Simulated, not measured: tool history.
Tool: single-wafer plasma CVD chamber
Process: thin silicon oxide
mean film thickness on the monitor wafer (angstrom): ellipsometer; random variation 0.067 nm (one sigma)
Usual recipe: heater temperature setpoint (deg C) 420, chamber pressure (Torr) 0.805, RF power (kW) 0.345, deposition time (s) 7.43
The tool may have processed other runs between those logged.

run	hour	heater temperature setpoint (deg C)	chamber pressure (Torr)	RF power (kW)	deposition time (s)	read-back reference wafer on the same gauge, thickness_nm	mean film thickness on the monitor wafer (angstrom)
1	0.0	420	0.805	0.345	7.43	13.484	143.70
2	53.6	420	0.805	0.345	7.43	13.496	143.17
3	101.0	420	0.805	0.345	7.43	13.502	142.28
# hour 161.5: gauge calibrated
4	203.5	420	0.805	0.345	7.43	13.500	141.27
5	245.0	420	0.805	0.345	7.43	13.516	142.58
6	341.1	420	0.805	0.345	7.43	13.502	141.55
7	393.7	420	0.805	0.345	7.43	13.513	140.79
8	462.8	420	0.805	0.345	7.43	13.503	141.70
9	560.4	420	0.805	0.345	7.43	13.494	140.01
10	624.7	420	0.805	0.345	7.43	13.499	140.27
11	712.0	420	0.934	0.345	8.83	13.502	189.27
# hour 768.8: thermocouple changed; heater temperature recalibrated
12	791.4	420	0.805	0.345	7.43	13.490	138.59
# hour 832.0: showerhead replaced
# hour 873.3: capacitance manometer re-zeroed and calibrated
13	881.2	420	0.934	0.345	8.83	13.502	200.23
# hour 898.3: RF generator calibrated
# hour 922.1: gauge calibrated
14	969.3	420	0.725	0.380	7.43	13.523	136.24
15	1113.5	412	0.805	0.345	7.43	13.480	147.82
16	1174.3	420	0.805	0.390	8.18	13.493	169.17
17	1239.7	420	0.738	0.345	6.96	13.514	126.70
18	1288.9	430	0.805	0.345	8.34	13.504	162.95
19	1336.1	430	0.805	0.345	8.34	13.500	164.18

Some steps in mean film thickness on the monitor wafer (angstrom), run to run, broken into two amounts with sign: the step expected even without the hidden condition (settings, incoming material, random variation), and the rest, left for the hidden condition together with whatever gauge scatter is not in both the measured and the hidden-condition-free result:
What the log doesn't record here: wafer temperature above the value expected at the setpoint (K); delivered RF power above the setpoint (%); true pressure above the setpoint (%); gauge reads high (%).
Run 12 -> 13: chamber pressure (Torr) 0.805 -> 0.934, deposition time (s) 7.43 -> 8.83, showerhead replaced, capacitance manometer re-zeroed and calibrated. mean film thickness on the monitor wafer (angstrom) +61.64: hidden state +7.80, all else +53.84.
Run 13 -> 14: chamber pressure (Torr) 0.934 -> 0.725, RF power (kW) 0.345 -> 0.380, deposition time (s) 8.83 -> 7.43, RF generator calibrated, gauge calibrated. mean film thickness on the monitor wafer (angstrom) -63.99: hidden state +0.06, all else -64.05.

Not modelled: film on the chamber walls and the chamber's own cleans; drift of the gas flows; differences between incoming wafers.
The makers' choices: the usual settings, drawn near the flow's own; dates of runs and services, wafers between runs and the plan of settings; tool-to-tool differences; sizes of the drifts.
